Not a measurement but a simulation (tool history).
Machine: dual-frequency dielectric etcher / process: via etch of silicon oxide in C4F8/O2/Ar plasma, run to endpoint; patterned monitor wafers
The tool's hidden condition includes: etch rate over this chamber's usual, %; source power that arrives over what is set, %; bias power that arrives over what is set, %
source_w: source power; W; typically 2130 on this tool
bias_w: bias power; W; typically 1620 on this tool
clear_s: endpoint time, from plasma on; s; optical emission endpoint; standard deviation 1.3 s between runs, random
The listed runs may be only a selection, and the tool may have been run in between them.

run     day  source_w  bias_w  wafers since the last listed run  hours since the last wet clean  hours since the last source power generator calibration  hours since the last bias power generator calibration  hours since the last upper electrode change  incoming incoming film thickness, nm  clear_s
  1       0      2000    1620                                 0                           261.9                                                   4308.8                                                 3239.1                                       4184.6                                1529.8    305.7
  2   1.162      2450    1620                               132                           289.8                                                   4336.7                                                   3267                                       4212.5                                1539.3    279.6
  3    2.75      2450    1620                               180                           327.9                                                   4374.8                                                 3305.1                                       4250.6                                1535.5    279.1
      8.646  -- wet clean of the chamber
  4  10.817      2450    1620                               805                            52.1                                                   4568.4                                                 3498.7                                       4444.2                                1533.2    278.7
  5  12.479      2270    1444                               189                              92                                                   4608.3                                                 3538.6                                       4484.1                                1533.6    298.3
  6  14.946      2130    1620                               281                           151.2                                                   4667.5                                                 3597.8                                       4543.3                                1554.8    301.5
  7  17.579      2130    1620                               299                           214.4                                                   4730.7                                                   3661                                       4606.5                                1547.8    300.3
  8  20.071      2130    1620                               283                           274.2                                                   4790.5                                                 3720.8                                       4666.3                                1527.4    297.2
  9  21.708      2130    1620                               186                           313.5                                                   4829.8                                                 3760.1                                       4705.6                                  1542    297.1
 10  24.021      2130    1620                               263                             369                                                   4885.3                                                 3815.6                                       4761.1                                1546.3    300.2
 11  25.533      2130    1620                               172                           405.3                                                   4921.6                                                 3851.9                                       4797.4                                1542.9    298.2
     26.025  -- bias power generator calibrated
 12  28.271      2630    1620                               292                             471                                                   4987.3                                                   53.9                                       4863.1                                1526.8    267.5
     30.625  -- source power generator calibrated
 13  30.667      2000    1620                               253                           528.5                                                        1                                                  111.4                                       4920.6                                1527.9    305.3
     32.483  -- wet clean of the chamber
 14  32.504      1700    1917                                95                             0.5                                                     45.1                                                  155.5                                       4964.7                                1535.5    316.9
 15  34.629      2130    1229                               242                            51.5                                                     96.1                                                  206.5                                       5015.7                                1548.6    322.4
 16  36.475      2130    1620                               210                            95.8                                                    140.4                                                  250.8                                         5060                                1554.3    301.6
 17  38.508      2130    1620                               231                           144.6                                                    189.2                                                  299.6                                       5108.8                                1553.4    300.3
 18  41.033      2130    1620                               287                           205.2                                                    249.8                                                  360.2                                       5169.4                                1546.6    297.1
 19  42.762      1920    1620                               196                           246.7                                                    291.3                                                  401.7                                       5210.9                                1550.1    315.1
     43.867  -- upper electrode replaced
 20  45.667      2130    1620                               216                           316.4                                                      361                                                  471.4                                         43.2                                1551.1    298.9
 21  46.871      2470    1620                               137                           345.3                                                    389.9                                                  500.3                                         72.1                                1535.9    277.9
 22  48.496      1630    1346                               185                           384.3                                                    428.9                                                  539.3                                        111.1                                1522.7    354.9
 23  50.888      2000    1620                               272                           441.7                                                    486.3                                                  596.7                                        168.5                                1541.4    306.5
     52.154  -- wet clean of the chamber
 24  53.617      2130    1620                               196                            35.1                                                    551.8                                                  662.2                                          234                                1537.9    298.7
 25  55.512      2460    1348                               215                            80.6                                                    597.3                                                  707.7                                        279.5                                1532.9    295.2
 26  56.725      2650    1771                               138                           109.7                                                    626.4                                                  736.8                                        308.6                                1536.6    264.8
 27  59.033      2130    1620                               262                           165.1                                                    681.8                                                  792.2                                          364                                1530.9    295.3
 28  62.225      1650    1855                               363                           241.7                                                    758.4                                                  868.8                                        440.6                                1556.7    327.4
 29  64.671      1950    1620                               278                           300.4                                                    817.1                                                  927.5                                        499.3                                1526.4    308.6
 30   66.15      2490    1954                               168                           335.9                                                    852.6                                                    963                                        534.8                                1532.4    261.2
 31  68.667      2130    1620                               286                           396.3                                                      913                                                 1023.4                                        595.2                                1545.1    299.6
 32  71.467      2130    1288                               318                           463.5                                                    980.2                                                 1090.6                                        662.4                                1531.2      315
     73.488  -- wet clean of the chamber
 33  73.508      2460    1866                               118                             0.5                                                   1029.2                                                 1139.6                                        711.4                                  1545    269.9
 34  75.571      1890    1877                               234                              50                                                   1078.7                                                 1189.1                                        760.9                                1531.4    301.2

Predict each of these 5 candidate next runs independently; none follows another, all start after run 34:
  A  75.592      2130    1620                                 2                            50.5                                                   1079.2                                                 1189.6                                        761.4                                1545.5        ?
  B  75.592      2130    1888                                 2                            50.5                                                   1079.2                                                 1189.6                                        761.4                                1545.5        ?
  C  75.592      2570    1456                                 2                            50.5                                                   1079.2                                                 1189.6                                        761.4                                1545.5        ?
  D  75.592      2540    1303                                 2                            50.5                                                   1079.2                                                 1189.6                                        761.4                                1545.5        ?
  E  75.592      2330    1261                                 2                            50.5                                                   1079.2                                                 1189.6                                        761.4                                1545.5        ?

run  clear_s
  A    300.1
  B      287
  C    284.3
  D    294.6
  E    309.1
Had the tool no hidden state, the same runs would have come out as:
run  clear_s
  A    300.1
  B      287
  C    284.3
  D    294.6
  E    309.1
